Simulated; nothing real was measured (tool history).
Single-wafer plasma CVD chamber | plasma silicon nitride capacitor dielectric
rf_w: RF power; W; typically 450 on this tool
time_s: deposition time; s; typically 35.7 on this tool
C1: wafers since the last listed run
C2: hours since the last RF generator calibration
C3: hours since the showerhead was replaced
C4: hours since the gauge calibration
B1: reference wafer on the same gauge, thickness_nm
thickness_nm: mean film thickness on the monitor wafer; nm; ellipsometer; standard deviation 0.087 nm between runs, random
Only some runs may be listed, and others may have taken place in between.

{"run": 1, "hour": 0.0, "rf_w": 450, "time_s": 35.7, "C1": 0, "C2": 1991.0, "C3": 6490.1, "C4": 24.3, "B1": 61.64, "thickness_nm": 58.057}
{"run": 2, "hour": 13.4, "rf_w": 450, "time_s": 35.7, "C1": 252, "C2": 2004.4, "C3": 6503.5, "C4": 37.7, "B1": 61.693, "thickness_nm": 58.143}
{"run": 3, "hour": 29.3, "rf_w": 450, "time_s": 35.7, "C1": 299, "C2": 2020.3, "C3": 6519.4, "C4": 53.6, "B1": 61.729, "thickness_nm": 58.179}
{"run": 4, "hour": 36.0, "rf_w": 450, "time_s": 35.7, "C1": 126, "C2": 2027.0, "C3": 6526.1, "C4": 60.3, "B1": 61.791, "thickness_nm": 58.227}
{"run": 5, "hour": 42.2, "rf_w": 450, "time_s": 35.7, "C1": 116, "C2": 2033.2, "C3": 6532.3, "C4": 66.5, "B1": 61.78, "thickness_nm": 58.302}
{"hour": 55.8, "done": "showerhead replaced"}
{"run": 6, "hour": 56.6, "rf_w": 450, "time_s": 35.7, "C1": 120, "C2": 2047.6, "C3": 0.8, "C4": 80.9, "B1": 61.822, "thickness_nm": 58.272}
{"run": 7, "hour": 67.4, "rf_w": 450, "time_s": 35.7, "C1": 203, "C2": 2058.4, "C3": 11.6, "C4": 91.7, "B1": 61.857, "thickness_nm": 58.344}
{"run": 8, "hour": 74.1, "rf_w": 415, "time_s": 39.5, "C1": 126, "C2": 2065.1, "C3": 18.3, "C4": 98.4, "B1": 61.828, "thickness_nm": 62.343}
{"run": 9, "hour": 80.5, "rf_w": 400, "time_s": 39.4, "C1": 120, "C2": 2071.5, "C3": 24.7, "C4": 104.8, "B1": 61.849, "thickness_nm": 61.364}
{"hour": 89.8, "done": "RF generator calibrated"}
{"run": 10, "hour": 92.1, "rf_w": 525, "time_s": 41.9, "C1": 67, "C2": 2.3, "C3": 36.3, "C4": 116.4, "B1": 61.85, "thickness_nm": 72.859}
{"hour": 106.5, "done": "gauge calibrated"}
{"run": 11, "hour": 112.9, "rf_w": 520, "time_s": 42.5, "C1": 391, "C2": 23.1, "C3": 57.1, "C4": 6.4, "B1": 61.547, "thickness_nm": 73.317}
{"run": 12, "hour": 119.8, "rf_w": 395, "time_s": 35.7, "C1": 129, "C2": 30.0, "C3": 64.0, "C4": 13.3, "B1": 61.606, "thickness_nm": 55.101}
{"run": 13, "hour": 128.9, "rf_w": 450, "time_s": 35.7, "C1": 171, "C2": 39.1, "C3": 73.1, "C4": 22.4, "B1": 61.674, "thickness_nm": 58.302}
{"run": 14, "hour": 136.0, "rf_w": 505, "time_s": 31.2, "C1": 133, "C2": 46.2, "C3": 80.2, "C4": 29.5, "B1": 61.687, "thickness_nm": 53.156}
{"run": 15, "hour": 147.3, "rf_w": 420, "time_s": 32.5, "C1": 212, "C2": 57.5, "C3": 91.5, "C4": 40.8, "B1": 61.73, "thickness_nm": 51.443}

Each row is a separate what-if for the run after 15, all from the same tool condition, not one after another. Results?
{"run": "A", "hour": 147.7, "rf_w": 450, "time_s": 39.6, "C1": 7, "C2": 57.9, "C3": 91.9, "C4": 41.2, "B1": "?", "thickness_nm": "?"}
{"run": "B", "hour": 147.7, "rf_w": 390, "time_s": 35.7, "C1": 7, "C2": 57.9, "C3": 91.9, "C4": 41.2, "B1": "?", "thickness_nm": "?"}
{"run": "C", "hour": 147.7, "rf_w": 385, "time_s": 33.1, "C1": 7, "C2": 57.9, "C3": 91.9, "C4": 41.2, "B1": "?", "thickness_nm": "?"}
{"run": "D", "hour": 147.7, "rf_w": 385, "time_s": 30.1, "C1": 7, "C2": 57.9, "C3": 91.9, "C4": 41.2, "B1": "?", "thickness_nm": "?"}
{"run": "E", "hour": 147.7, "rf_w": 420, "time_s": 35.7, "C1": 7, "C2": 57.9, "C3": 91.9, "C4": 41.2, "B1": "?", "thickness_nm": "?"}

run=A B1=61.732 thickness_nm=64.453
run=B B1=61.732 thickness_nm=54.761
run=C B1=61.732 thickness_nm=50.494
run=D B1=61.732 thickness_nm=45.917
run=E B1=61.732 thickness_nm=56.491
Take away the tool's hidden state, keep each run's random variation, and the runs would have read:
run=A thickness_nm=64.206
run=B thickness_nm=54.552
run=C thickness_nm=50.301
run=D thickness_nm=45.742
run=E thickness_nm=56.275
